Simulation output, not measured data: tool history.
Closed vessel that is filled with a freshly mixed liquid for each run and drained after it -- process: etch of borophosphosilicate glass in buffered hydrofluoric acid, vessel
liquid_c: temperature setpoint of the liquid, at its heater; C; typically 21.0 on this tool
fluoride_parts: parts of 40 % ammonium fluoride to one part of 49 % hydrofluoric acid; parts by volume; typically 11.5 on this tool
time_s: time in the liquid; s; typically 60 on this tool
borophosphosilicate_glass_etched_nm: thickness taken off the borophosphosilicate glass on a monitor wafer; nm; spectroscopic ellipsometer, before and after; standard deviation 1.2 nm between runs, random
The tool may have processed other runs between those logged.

run,day,liquid_c,fluoride_parts,time_s,"read-back film thickness of the borophosphosilicate glass reference wafer, read on the same gauge (nm)",borophosphosilicate_glass_etched_nm
1,0.000,21.0,11.5,35,50.04,96.41
2,0.692,21.0,11.5,35,50.01,96.10
3,2.012,21.0,11.5,60,50.02,164.29
4,6.371,21.0,11.5,60,50.00,166.81
5,7.367,21.0,11.5,60,49.99,165.70
6,8.296,21.0,11.5,60,50.00,165.91
# day 8.471: thermometer replaced
7,9.433,21.0,11.5,60,49.99,164.63
# day 10.312: gauge calibrated
8,10.875,25.5,7.0,90,50.00,516.17
9,12.083,24.0,7.5,40,49.98,193.80
10,13.329,17.0,15.0,45,49.99,75.69
11,15.192,23.5,11.5,60,49.99,191.77
12,16.688,23.0,15.0,85,49.99,200.56
13,17.625,17.5,11.5,40,49.99,90.43
14,22.042,24.0,7.5,40,49.98,192.64
15,22.771,21.0,11.5,60,50.01,166.80
16,23.879,21.0,11.5,60,49.99,165.97
# day 24.804: hydrofluoric acid flow meter replaced
17,25.317,19.5,11.5,60,49.98,154.51
18,26.617,18.0,9.5,50,49.96,138.43
19,27.850,25.0,11.5,85,50.01,293.02
20,28.667,21.0,11.5,60,50.02,164.95
21,29.996,21.0,11.5,60,50.00,166.44
22,30.546,21.0,11.5,60,50.01,164.78
23,31.367,23.5,15.0,95,49.99,230.22
24,32.667,21.0,11.5,60,50.00,166.36
25,35.821,23.5,11.5,60,50.00,190.48
26,36.608,24.0,14.5,45,50.01,115.56
27,37.792,21.0,11.5,60,50.00,163.54
28,39.221,21.0,11.5,35,49.98,95.44
29,40.283,24.0,11.5,60,49.99,192.97
30,41.317,24.0,10.0,40,50.00,148.39
31,42.475,19.5,7.5,35,50.02,131.60

Exercise: give the hidden state of the tool at every run:
liquid hotter than its thermometer reads (K): 0 on each run
hydrofluoric acid flow below the setpoint (%): 0 on each run
gauge reads high (%): 0 on each run

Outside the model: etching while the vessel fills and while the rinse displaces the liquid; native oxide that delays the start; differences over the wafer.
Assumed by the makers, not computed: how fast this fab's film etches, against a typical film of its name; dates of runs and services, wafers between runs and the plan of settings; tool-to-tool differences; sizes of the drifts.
